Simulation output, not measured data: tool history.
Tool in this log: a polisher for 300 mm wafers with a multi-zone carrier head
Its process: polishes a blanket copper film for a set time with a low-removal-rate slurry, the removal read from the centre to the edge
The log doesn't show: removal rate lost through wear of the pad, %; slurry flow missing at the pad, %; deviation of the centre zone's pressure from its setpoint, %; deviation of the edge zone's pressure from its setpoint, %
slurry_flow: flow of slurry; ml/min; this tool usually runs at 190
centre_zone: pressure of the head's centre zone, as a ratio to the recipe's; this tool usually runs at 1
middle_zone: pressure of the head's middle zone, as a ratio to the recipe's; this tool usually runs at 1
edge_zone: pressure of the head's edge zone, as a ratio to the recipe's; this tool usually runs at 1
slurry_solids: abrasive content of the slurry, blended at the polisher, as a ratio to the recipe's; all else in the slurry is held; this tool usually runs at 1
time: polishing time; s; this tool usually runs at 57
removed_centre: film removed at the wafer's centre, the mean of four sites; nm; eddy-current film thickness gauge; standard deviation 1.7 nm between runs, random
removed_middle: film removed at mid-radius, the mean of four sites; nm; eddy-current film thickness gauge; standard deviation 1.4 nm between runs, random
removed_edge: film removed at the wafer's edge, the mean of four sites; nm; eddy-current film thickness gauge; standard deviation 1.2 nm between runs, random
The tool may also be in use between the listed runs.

run,day,slurry_flow,centre_zone,middle_zone,edge_zone,slurry_solids,time,wafers since the last listed run,wafers polished on this pad,hours since the slurry nozzle was cleaned,hours since the centre zone pressure was calibrated,hours since the edge zone pressure was calibrated,hours since the carrier head's membrane was replaced,"incoming thickness of the incoming film, nm",removed_centre,removed_middle,removed_edge
1,0,190,1,1,1,1,57,0,838,38.8,1332.5,1429.2,1438.9,1248.4,146.4,168.7,167.2
2,0.367,165,1.11,1,1,1.25,57,83,922,47.6,1341.3,1438,1447.7,1249.9,163.6,170.4,175.9
3,0.654,240,1.11,1,1.12,1,57,65,987,54.5,1348.2,1444.9,1454.6,1251.1,166,172.9,177.7
4,1.046,190,1,1.08,0.95,1.15,37,89,1077,63.9,1357.6,1454.3,1464,1252.2,96.4,118.3,111.1
# day 1.254: worn pad replaced by a new one
5,1.629,170,1,1,0.89,0.8,57,95,85,77.9,1371.6,1468.3,1478,1246.5,134.2,157.9,155.5
6,2.046,170,1,1,0.89,0.8,57,95,180,87.9,1381.6,1478.3,1488,1245.6,135.4,155.3,152.6
# day 2.233: centre zone pressure recalibrated
7,2.783,210,1,1,1.1,1,67,149,330,105.6,13.2,1496,1505.7,1230.8,198,201.2,206.6
8,3.288,190,1,1.08,1,1,57,114,445,117.7,25.3,1508.1,1517.8,1235.8,166.7,179.2,167.9
# day 3.725: carrier head's membrane replaced by a new one
9,3.938,235,1,1,1,0.75,57,100,545,133.3,40.9,1523.7,5.1,1239,161.7,163.2,161.5
# day 4.038: edge zone pressure recalibrated
10,4.438,190,1,1,1,0.9,57,95,640,145.3,52.9,9.6,17.1,1240.2,162.9,161.5,166
11,4.775,190,1,1,0.92,1,57,76,717,153.4,61,17.7,25.2,1226.9,162.3,166.6,163
12,5.246,190,1,1,1,0.75,57,107,825,164.7,72.3,29,36.5,1256.3,154.5,157.6,157.9
# day 5.642: worn pad replaced by a new one
13,5.842,245,0.89,1,1,1,57,97,45,179,86.6,43.3,50.8,1227.3,153.6,172.4,171.6
14,6.225,245,1,1,1,1.15,57,87,132,188.2,95.8,52.5,60,1247.1,178.3,178.6,176.8
15,6.75,190,1,1,1,1.15,57,119,252,200.8,108.4,65.1,72.6,1242.1,168.5,169.9,170.3
16,8.758,190,1,1,1,1,57,457,710,249,156.6,113.3,120.8,1229.7,166.1,164.7,165.2
17,9.117,155,1,1,1,1,57,81,792,257.6,165.2,121.9,129.4,1240.3,157.3,156.9,162.8

Predict the results of run 18:
# day 9.662: worn pad replaced by a new one
18,9.862,235,1,1,1,1,57,132,45,275.5,183.1,139.8,147.3,1240.6,?,?,?

removed_centre: 170.4 nm
removed_middle: 171 nm
removed_edge: 170 nm
If the tool had no hidden condition, the same run with the same run-to-run variation would have returned removed_centre 174 nm, removed_middle 173.9 nm, removed_edge 172.2 nm.
